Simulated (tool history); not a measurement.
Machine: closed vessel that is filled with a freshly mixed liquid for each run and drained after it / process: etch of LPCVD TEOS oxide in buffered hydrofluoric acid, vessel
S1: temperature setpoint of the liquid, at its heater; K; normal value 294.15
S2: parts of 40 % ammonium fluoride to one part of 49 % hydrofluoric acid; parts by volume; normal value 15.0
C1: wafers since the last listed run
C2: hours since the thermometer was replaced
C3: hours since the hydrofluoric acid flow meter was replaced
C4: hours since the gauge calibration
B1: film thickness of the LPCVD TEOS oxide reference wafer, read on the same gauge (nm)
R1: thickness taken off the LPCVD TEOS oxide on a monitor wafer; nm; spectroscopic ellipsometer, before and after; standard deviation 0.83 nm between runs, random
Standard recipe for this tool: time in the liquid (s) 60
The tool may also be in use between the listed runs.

{"run": 1, "hour": 0.0, "S1": 294.15, "S2": 15.0, "time in the liquid (s)": 60, "C1": 0, "C2": 358.4, "C3": 164.6, "C4": 1064.5, "B1": 99.99, "R1": 148.74}
{"run": 2, "hour": 47.4, "S1": 294.15, "S2": 15.0, "time in the liquid (s)": 60, "C1": 6757, "C2": 405.8, "C3": 212.0, "C4": 1111.9, "B1": 99.99, "R1": 146.06}
{"run": 3, "hour": 84.3, "S1": 294.15, "S2": 15.0, "time in the liquid (s)": 60, "C1": 5260, "C2": 442.7, "C3": 248.9, "C4": 1148.8, "B1": 100.02, "R1": 146.79}
{"run": 4, "hour": 149.8, "S1": 294.15, "S2": 15.0, "time in the liquid (s)": 60, "C1": 9337, "C2": 508.2, "C3": 314.4, "C4": 1214.3, "B1": 100.01, "R1": 146.28}
{"run": 5, "hour": 215.7, "S1": 294.15, "S2": 15.0, "time in the liquid (s)": 60, "C1": 9394, "C2": 574.1, "C3": 380.3, "C4": 1280.2, "B1": 100.0, "R1": 146.59}
{"run": 6, "hour": 243.4, "S1": 294.15, "S2": 15.0, "time in the liquid (s)": 60, "C1": 3948, "C2": 601.8, "C3": 408.0, "C4": 1307.9, "B1": 100.01, "R1": 147.66}
{"run": 7, "hour": 296.3, "S1": 294.15, "S2": 15.0, "time in the liquid (s)": 60, "C1": 7541, "C2": 654.7, "C3": 460.9, "C4": 1360.8, "B1": 99.97, "R1": 148.6}
{"run": 8, "hour": 340.9, "S1": 294.15, "S2": 15.0, "time in the liquid (s)": 60, "C1": 6357, "C2": 699.3, "C3": 505.5, "C4": 1405.4, "B1": 99.95, "R1": 147.37}
{"run": 9, "hour": 377.3, "S1": 294.15, "S2": 15.0, "time in the liquid (s)": 50, "C1": 5188, "C2": 735.7, "C3": 541.9, "C4": 1441.8, "B1": 99.98, "R1": 124.26}
{"run": 10, "hour": 423.1, "S1": 294.15, "S2": 15.0, "time in the liquid (s)": 60, "C1": 6528, "C2": 781.5, "C3": 587.7, "C4": 1487.6, "B1": 99.97, "R1": 149.03}
{"run": 11, "hour": 459.7, "S1": 294.15, "S2": 15.0, "time in the liquid (s)": 60, "C1": 5217, "C2": 818.1, "C3": 624.3, "C4": 1524.2, "B1": 100.0, "R1": 148.81}
{"run": 12, "hour": 486.4, "S1": 295.65, "S2": 15.0, "time in the liquid (s)": 60, "C1": 3806, "C2": 844.8, "C3": 651.0, "C4": 1550.9, "B1": 99.98, "R1": 160.65}
{"run": 13, "hour": 530.7, "S1": 294.15, "S2": 15.0, "time in the liquid (s)": 60, "C1": 6315, "C2": 889.1, "C3": 695.3, "C4": 1595.2, "B1": 100.01, "R1": 150.21}
{"run": 14, "hour": 578.3, "S1": 294.15, "S2": 15.0, "time in the liquid (s)": 60, "C1": 6785, "C2": 936.7, "C3": 742.9, "C4": 1642.8, "B1": 99.98, "R1": 149.2}
{"run": 15, "hour": 609.0, "S1": 294.15, "S2": 15.0, "time in the liquid (s)": 60, "C1": 4376, "C2": 967.4, "C3": 773.6, "C4": 1673.5, "B1": 99.96, "R1": 149.14}
{"run": 16, "hour": 654.1, "S1": 290.65, "S2": 12.5, "time in the liquid (s)": 45, "C1": 6429, "C2": 1012.5, "C3": 818.7, "C4": 1718.6, "B1": 100.01, "R1": 109.58}
{"run": 17, "hour": 702.2, "S1": 294.15, "S2": 15.0, "time in the liquid (s)": 60, "C1": 6856, "C2": 1060.6, "C3": 866.8, "C4": 1766.7, "B1": 99.98, "R1": 149.27}
{"run": 18, "hour": 773.0, "S1": 290.15, "S2": 15.0, "time in the liquid (s)": 50, "C1": 10092, "C2": 1131.4, "C3": 937.6, "C4": 1837.5, "B1": 100.04, "R1": 98.47}
{"hour": 843.5, "done": "hydrofluoric acid flow meter replaced"}
{"run": 19, "hour": 853.9, "S1": 294.15, "S2": 15.0, "time in the liquid (s)": 60, "C1": 11389, "C2": 1212.3, "C3": 10.4, "C4": 1918.4, "B1": 99.99, "R1": 149.19}
{"hour": 961.4, "done": "thermometer replaced"}
{"run": 20, "hour": 1041.5, "S1": 290.15, "S2": 12.0, "time in the liquid (s)": 70, "C1": 26600, "C2": 80.1, "C3": 198.0, "C4": 2106.0, "B1": 100.0, "R1": 170.6}
{"hour": 1047.0, "done": "gauge calibrated"}
{"run": 21, "hour": 1099.1, "S1": 290.65, "S2": 19.0, "time in the liquid (s)": 30, "C1": 8211, "C2": 137.7, "C3": 255.6, "C4": 52.1, "B1": 100.03, "R1": 47.38}
{"run": 22, "hour": 1164.4, "S1": 294.15, "S2": 9.0, "time in the liquid (s)": 60, "C1": 9308, "C2": 203.0, "C3": 320.9, "C4": 117.4, "B1": 100.01, "R1": 233.92}
{"run": 23, "hour": 1196.5, "S1": 296.65, "S2": 10.0, "time in the liquid (s)": 85, "C1": 4575, "C2": 235.1, "C3": 353.0, "C4": 149.5, "B1": 100.0, "R1": 352.18}
{"run": 24, "hour": 1267.3, "S1": 292.65, "S2": 19.5, "time in the liquid (s)": 60, "C1": 10092, "C2": 305.9, "C3": 423.8, "C4": 220.3, "B1": 99.95, "R1": 104.09}
{"run": 25, "hour": 1300.1, "S1": 294.15, "S2": 15.0, "time in the liquid (s)": 60, "C1": 4675, "C2": 338.7, "C3": 456.6, "C4": 253.1, "B1": 100.02, "R1": 146.87}
{"run": 26, "hour": 1344.1, "S1": 294.15, "S2": 15.0, "time in the liquid (s)": 60, "C1": 6272, "C2": 382.7, "C3": 500.6, "C4": 297.1, "B1": 100.02, "R1": 147.02}
{"run": 27, "hour": 1415.2, "S1": 294.15, "S2": 15.0, "time in the liquid (s)": 60, "C1": 10135, "C2": 453.8, "C3": 571.7, "C4": 368.2, "B1": 100.03, "R1": 145.93}
{"run": 28, "hour": 1568.6, "S1": 295.65, "S2": 19.0, "time in the liquid (s)": 60, "C1": 21867, "C2": 607.2, "C3": 725.1, "C4": 521.6, "B1": 99.98, "R1": 125.45}
{"run": 29, "hour": 1595.5, "S1": 298.15, "S2": 15.0, "time in the liquid (s)": 90, "C1": 3834, "C2": 634.1, "C3": 752.0, "C4": 548.5, "B1": 99.98, "R1": 274.54}
{"run": 30, "hour": 1644.5, "S1": 294.15, "S2": 15.0, "time in the liquid (s)": 80, "C1": 6985, "C2": 683.1, "C3": 801.0, "C4": 597.5, "B1": 99.99, "R1": 197.18}
{"run": 31, "hour": 1707.4, "S1": 294.15, "S2": 15.0, "time in the liquid (s)": 60, "C1": 8966, "C2": 746.0, "C3": 863.9, "C4": 660.4, "B1": 99.98, "R1": 148.24}
{"run": 32, "hour": 1742.5, "S1": 296.65, "S2": 11.5, "time in the liquid (s)": 85, "C1": 5003, "C2": 781.1, "C3": 899.0, "C4": 695.5, "B1": 100.01, "R1": 310.39}
{"run": 33, "hour": 1787.5, "S1": 292.15, "S2": 11.5, "time in the liquid (s)": 30, "C1": 6414, "C2": 826.1, "C3": 944.0, "C4": 740.5, "B1": 100.0, "R1": 85.42}
{"run": 34, "hour": 1834.1, "S1": 292.65, "S2": 12.5, "time in the liquid (s)": 50, "C1": 6642, "C2": 872.7, "C3": 990.6, "C4": 787.1, "B1": 100.02, "R1": 136.74}

A few steps of R1 between consecutive runs. Split each: what settings, incoming material and random variation would produce without the hidden state, and what is left over for the hidden state, along with gauge scatter present in only one of the two compared results (measured, and without hidden state):
The hidden state here: liquid hotter than its thermometer reads (K); hydrofluoric acid flow below the setpoint (%); gauge reads high (%).
Run 19 -> 20: S1 294.15 -> 290.15, S2 15.0 -> 12.0, time in the liquid (s) 60 -> 70, thermometer replaced. R1 +21.41 nm: hidden state -3.13, all else +24.54.
Run 21 -> 22: S1 290.65 -> 294.15, S2 19.0 -> 9.0, time in the liquid (s) 30 -> 60. R1 +186.54 nm: hidden state +2.03, all else +184.51.
Run 23 -> 24: S1 296.65 -> 292.65, S2 10.0 -> 19.5, time in the liquid (s) 85 -> 60. R1 -248.09 nm: hidden state -2.48, all else -245.61.
Run 31 -> 32: S1 294.15 -> 296.65, S2 15.0 -> 11.5, time in the liquid (s) 60 -> 85. R1 +162.15 nm: hidden state +3.70, all else +158.45.
Run 32 -> 33: S1 296.65 -> 292.15, time in the liquid (s) 85 -> 30. R1 -224.97 nm: hidden state -4.88, all else -220.09.
